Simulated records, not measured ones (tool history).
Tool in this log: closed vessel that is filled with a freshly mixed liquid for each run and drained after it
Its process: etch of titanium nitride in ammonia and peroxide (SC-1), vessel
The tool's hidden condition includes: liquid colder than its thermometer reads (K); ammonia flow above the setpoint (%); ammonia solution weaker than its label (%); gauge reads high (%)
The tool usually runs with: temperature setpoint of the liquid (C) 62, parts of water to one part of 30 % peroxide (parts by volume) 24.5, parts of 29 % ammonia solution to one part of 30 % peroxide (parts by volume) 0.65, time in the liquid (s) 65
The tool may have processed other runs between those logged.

| run | hour | temperature setpoint of the liquid (C) | parts of water to one part of 30 % peroxide (parts by volume) | parts of 29 % ammonia solution to one part of 30 % peroxide (parts by volume) | time in the liquid (s) | wafers since the last listed run | hours since the thermometer was replaced | hours since the ammonia flow meter was replaced | hours since the drum of ammonia solution was connected | hours since the gauge calibration | read-back film thickness of the titanium nitride reference wafer, read on the same gauge (nm) | thickness taken off the titanium nitride on a monitor wafer (angstrom) |
|---|---|---|---|---|---|---|---|---|---|---|---|---|
| 1 | 0 | 62 | 24.5 | 0.55 | 90 | 0 | 1156.8 | 2138 | 864.5 | 154.9 | 100 | 98.7 |
|  | 4.7 | gauge calibrated |
| 2 | 8.9 | 62 | 24.5 | 0.55 | 90 | 791 | 1165.7 | 2146.9 | 873.4 | 4.2 | 100 | 98.4 |
| 3 | 18.5 | 62 | 34 | 0.65 | 65 | 853 | 1175.3 | 2156.5 | 883 | 13.8 | 100 | 61.3 |
| 4 | 33.3 | 62 | 34 | 0.65 | 65 | 1315 | 1190.1 | 2171.3 | 897.8 | 28.6 | 99.97 | 60.8 |
| 5 | 44.9 | 62 | 34 | 0.65 | 65 | 1031 | 1201.7 | 2182.9 | 909.4 | 40.2 | 99.99 | 60.9 |
| 6 | 55.4 | 62 | 24.5 | 0.65 | 65 | 933 | 1212.2 | 2193.4 | 919.9 | 50.7 | 100 | 73.6 |
| 7 | 69.6 | 62 | 24.5 | 0.55 | 65 | 1262 | 1226.4 | 2207.6 | 934.1 | 64.9 | 99.99 | 71.3 |
| 8 | 79.7 | 65.5 | 27 | 0.65 | 65 | 897 | 1236.5 | 2217.7 | 944.2 | 75 | 99.99 | 86.8 |
| 9 | 93.7 | 62 | 24.5 | 0.65 | 65 | 1244 | 1250.5 | 2231.7 | 958.2 | 89 | 100.01 | 73.7 |
| 10 | 110.4 | 62 | 24.5 | 0.65 | 65 | 1484 | 1267.2 | 2248.4 | 974.9 | 105.7 | 100.01 | 73.3 |
| 11 | 116.6 | 62 | 24.5 | 0.65 | 65 | 551 | 1273.4 | 2254.6 | 981.1 | 111.9 | 99.99 | 73.4 |
|  | 119 | ammonia flow meter replaced |
| 12 | 127.8 | 62 | 24.5 | 0.65 | 65 | 906 | 1284.6 | 8.8 | 992.3 | 123.1 | 99.99 | 73.1 |
| 13 | 135.9 | 62 | 24.5 | 0.65 | 65 | 720 | 1292.7 | 16.9 | 1000.4 | 131.2 | 100.01 | 73.3 |
| 14 | 148.3 | 62 | 24.5 | 0.65 | 65 | 1102 | 1305.1 | 29.3 | 1012.8 | 143.6 | 100.02 | 72.9 |
| 15 | 163.2 | 55.5 | 24.5 | 0.5 | 65 | 1324 | 1320 | 44.2 | 1027.7 | 158.5 | 100.02 | 45.3 |
|  | 177.2 | new drum of ammonia solution connected |
| 16 | 177.8 | 62 | 24.5 | 0.65 | 65 | 1208 | 1334.6 | 58.8 | 0.6 | 173.1 | 100 | 72.9 |
| 17 | 186.5 | 58.5 | 30.5 | 0.35 | 75 | 773 | 1343.3 | 67.5 | 9.3 | 181.8 | 100.01 | 52.5 |
| 18 | 199.4 | 62 | 13.5 | 0.55 | 90 | 1146 | 1356.2 | 80.4 | 22.2 | 194.7 | 100 | 135.7 |
| 19 | 215.1 | 56.5 | 34.5 | 0.4 | 100 | 1395 | 1371.9 | 96.1 | 37.9 | 210.4 | 100.01 | 58.4 |
|  | 219.4 | gauge calibrated |
| 20 | 223.7 | 62 | 24.5 | 0.4 | 65 | 764 | 1380.5 | 104.7 | 46.5 | 4.3 | 99.99 | 66.3 |
|  | 227.1 | thermometer replaced |
| 21 | 239.8 | 66.5 | 14.5 | 0.65 | 65 | 1342 | 12.7 | 120.8 | 62.6 | 20.4 | 100.01 | 136.4 |
| 22 | 252.3 | 70 | 24.5 | 0.45 | 35 | 1111 | 25.2 | 133.3 | 75.1 | 32.9 | 100.03 | 64.2 |
| 23 | 269.4 | 65.5 | 27 | 0.65 | 65 | 1520 | 42.3 | 150.4 | 92.2 | 50 | 99.99 | 91.4 |

Forecast run 24:
| 24 | 286.4 | 70 | 35 | 0.95 | 105 | 1511 | 59.3 | 167.4 | 109.2 | 67 | ? | ? |

Run 24 measured read-back film thickness of the titanium nitride reference wafer, read on the same gauge (nm) 100.01, thickness taken off the titanium nitride on a monitor wafer (angstrom) 180.6.
Had the tool carried no hidden state, the very same run would have given thickness taken off the titanium nitride on a monitor wafer (angstrom) 181.6.

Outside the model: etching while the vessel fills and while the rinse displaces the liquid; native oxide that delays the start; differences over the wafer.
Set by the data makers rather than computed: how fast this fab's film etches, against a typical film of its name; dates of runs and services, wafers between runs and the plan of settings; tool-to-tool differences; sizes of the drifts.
